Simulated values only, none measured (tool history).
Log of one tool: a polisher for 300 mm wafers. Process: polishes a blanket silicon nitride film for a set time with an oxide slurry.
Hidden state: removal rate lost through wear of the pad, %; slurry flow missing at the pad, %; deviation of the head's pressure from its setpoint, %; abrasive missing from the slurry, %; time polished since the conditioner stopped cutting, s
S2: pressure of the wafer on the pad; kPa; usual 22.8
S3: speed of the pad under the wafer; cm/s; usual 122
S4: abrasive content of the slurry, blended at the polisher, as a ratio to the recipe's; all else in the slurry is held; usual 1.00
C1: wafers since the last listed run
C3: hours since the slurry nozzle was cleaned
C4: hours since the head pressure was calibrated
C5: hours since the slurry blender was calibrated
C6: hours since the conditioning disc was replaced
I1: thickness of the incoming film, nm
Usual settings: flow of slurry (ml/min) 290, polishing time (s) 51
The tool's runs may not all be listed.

Run 1, hour 0.0: usual settings but flow of slurry (ml/min) 330; C1 0; wafers polished on this pad 1952; C3 329.0; C4 549.7; C5 377.7; C6 119.3; I1 549.8. Result: film removed (angstrom) 460.
Run 2, hour 21.3: usual settings but flow of slurry (ml/min) 330; C1 248; wafers polished on this pad 2201; C3 350.3; C4 571.0; C5 399.0; C6 140.6; I1 565.6. Result: film removed (angstrom) 454.
At hour 42.1: slurry blender recalibrated.
Run 3, hour 42.6: usual settings; C1 224; wafers polished on this pad 2425; C3 371.6; C4 592.3; C5 0.5; C6 161.9; I1 561.2. Result: film removed (angstrom) 451.
Run 4, hour 67.5: usual settings but flow of slurry (ml/min) 390, S3 100 cm/s, S4 0.90, polishing time (s) 43; C1 290; wafers polished on this pad 2716; C3 396.5; C4 617.2; C5 25.4; C6 186.8; I1 551.4. Result: film removed (angstrom) 329.
Run 5, hour 83.0: usual settings but S2 28.3 kPa, polishing time (s) 41; C1 180; wafers polished on this pad 2896; C3 412.0; C4 632.7; C5 40.9; C6 202.3; I1 557.9. Result: film removed (angstrom) 475.
At hour 112.1: worn pad replaced by a new one.
Run 6, hour 112.6: usual settings but S2 15.9 kPa, S4 0.80, polishing time (s) 40; C1 298; wafers polished on this pad 6; C3 441.6; C4 662.3; C5 70.5; C6 231.9; I1 566.4. Result: film removed (angstrom) 230.
At hour 123.6: head pressure recalibrated.
Run 7, hour 128.1: usual settings but flow of slurry (ml/min) 195; C1 157; wafers polished on this pad 163; C3 457.1; C4 4.5; C5 86.0; C6 247.4; I1 563.8. Result: film removed (angstrom) 383.
At hour 144.3: conditioning disc replaced and pad reconditioned.
At hour 146.1: slurry nozzle cleaned.
Run 8, hour 161.1: usual settings; C1 349; wafers polished on this pad 513; C3 15.0; C4 37.5; C5 119.0; C6 16.8; I1 566.4. Result: film removed (angstrom) 413.
Run 9, hour 194.3: usual settings but flow of slurry (ml/min) 255, S2 24.8 kPa, polishing time (s) 46; C1 387; wafers polished on this pad 900; C3 48.2; C4 70.7; C5 152.2; C6 50.0; I1 558.8. Result: film removed (angstrom) 399.
Run 10, hour 209.5: usual settings; C1 177; wafers polished on this pad 1077; C3 63.4; C4 85.9; C5 167.4; C6 65.2; I1 559.0. Result: film removed (angstrom) 430.
Run 11, hour 274.1: usual settings but flow of slurry (ml/min) 220, polishing time (s) 67; C1 753; wafers polished on this pad 1830; C3 128.0; C4 150.5; C5 232.0; C6 129.8; I1 555.9. Result: film removed (angstrom) 559.
Run 12, hour 302.3: usual settings but flow of slurry (ml/min) 260, S2 30.3 kPa, S4 1.15, polishing time (s) 35; C1 328; wafers polished on this pad 2159; C3 156.2; C4 178.7; C5 260.2; C6 158.0; I1 552.4. Result: film removed (angstrom) 418.
Run 13, hour 325.2: usual settings but flow of slurry (ml/min) 365, S3 80 cm/s, S4 0.75, polishing time (s) 43; C1 266; wafers polished on this pad 2426; C3 179.1; C4 201.6; C5 283.1; C6 180.9; I1 562.8. Result: film removed (angstrom) 255.
At hour 345.1: worn pad replaced by a new one.
Run 14, hour 354.6: usual settings but S3 156 cm/s, polishing time (s) 38; C1 296; wafers polished on this pad 110; C3 208.5; C4 231.0; C5 312.5; C6 210.3; I1 560.9. Result: film removed (angstrom) 391.
At hour 377.7: conditioning disc replaced and pad reconditioned.
Run 15, hour 381.3: usual settings but flow of slurry (ml/min) 345, S2 20.0 kPa, S3 156 cm/s, S4 0.80; C1 287; wafers polished on this pad 398; C3 235.2; C4 257.7; C5 339.2; C6 3.6; I1 560.1. Result: film removed (angstrom) 415.
Run 16, hour 408.9: usual settings but flow of slurry (ml/min) 340, S2 25.5 kPa, S4 1.25, polishing time (s) 45; C1 321; wafers polished on this pad 719; C3 262.8; C4 285.3; C5 366.8; C6 31.2; I1 554.0. Result: film removed (angstrom) 477.
Run 17, hour 442.2: usual settings but flow of slurry (ml/min) 365, S2 19.3 kPa, S3 152 cm/s, S4 0.75; C1 388; wafers polished on this pad 1108; C3 296.1; C4 318.6; C5 400.1; C6 64.5; I1 560.5. Result: film removed (angstrom) 397.
Run 18, hour 473.8: usual settings but S4 1.10, polishing time (s) 62; C1 368; wafers polished on this pad 1476; C3 327.7; C4 350.2; C5 431.7; C6 96.1; I1 567.0. Result: film removed (angstrom) 573.

Forecast run 19:
Run 19, hour 502.9: usual settings but S3 132 cm/s, polishing time (s) 62; C1 339; wafers polished on this pad 1815; C3 356.8; C4 379.3; C5 460.8; C6 125.2; I1 567.8. Result: film removed (angstrom) ?.

{"run 19": {"film removed (angstrom)": 558}}
Without the tool's hidden state the same run would have given film removed (angstrom) 512.
